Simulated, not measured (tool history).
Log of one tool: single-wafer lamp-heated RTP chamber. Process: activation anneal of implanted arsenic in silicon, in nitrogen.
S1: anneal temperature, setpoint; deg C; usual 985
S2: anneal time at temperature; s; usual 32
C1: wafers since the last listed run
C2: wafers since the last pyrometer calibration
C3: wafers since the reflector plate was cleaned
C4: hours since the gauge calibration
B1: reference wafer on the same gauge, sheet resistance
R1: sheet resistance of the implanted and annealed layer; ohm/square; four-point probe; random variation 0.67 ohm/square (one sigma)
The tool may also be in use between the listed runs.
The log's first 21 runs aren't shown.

| run | hour | S1 | S2 | C1 | C2 | C3 | C4 | B1 | R1 |
|---|---|---|---|---|---|---|---|---|---|
| 22 | 1426.4 | 985 | 22 | 660 | 3013 | 9240 | 2189.2 | 439.65 | 442.34 |
| 23 | 1481.8 | 993 | 43 | 674 | 3687 | 9914 | 2244.6 | 439.76 | 439.37 |
| 24 | 1546.7 | 1014 | 21 | 789 | 4477 | 10704 | 2309.5 | 439.63 | 439.93 |
| 25 | 1596.5 | 955 | 20 | 605 | 5082 | 11310 | 2359.3 | 439.72 | 444.89 |
|  | 1633.5 | pyrometer window cleaned and pyrometer calibrated |
| 26 | 1634.1 | 1010 | 19 | 360 | 7 | 11670 | 2396.9 | 439.79 | 441.88 |
| 27 | 1668.1 | 959 | 26 | 413 | 420 | 12083 | 2430.9 | 439.62 | 444.04 |
|  | 1730.3 | reflector plate cleaned |
|  | 1747.1 | gauge calibrated |
| 28 | 1814.2 | 985 | 32 | 1680 | 2100 | 1020 | 67.1 | 443.17 | 444.78 |
| 29 | 1843.5 | 964 | 13 | 356 | 2457 | 1376 | 96.4 | 443.07 | 447.98 |
| 30 | 1874.3 | 958 | 32 | 374 | 2832 | 1751 | 127.2 | 442.91 | 447.22 |
| 31 | 1900.9 | 973 | 32 | 323 | 3155 | 2075 | 153.8 | 442.67 | 445.79 |
| 32 | 1972.1 | 985 | 32 | 866 | 4022 | 2941 | 225.0 | 442.72 | 444.85 |

Forecast run 33:
| 33 | 2031.5 | 985 | 32 | 722 | 4744 | 3664 | 284.4 | ? | ? |

B1: 442.49
R1: 443.54 ohm/square
Without the tool's hidden state the same run would have given R1 444.10 ohm/square.

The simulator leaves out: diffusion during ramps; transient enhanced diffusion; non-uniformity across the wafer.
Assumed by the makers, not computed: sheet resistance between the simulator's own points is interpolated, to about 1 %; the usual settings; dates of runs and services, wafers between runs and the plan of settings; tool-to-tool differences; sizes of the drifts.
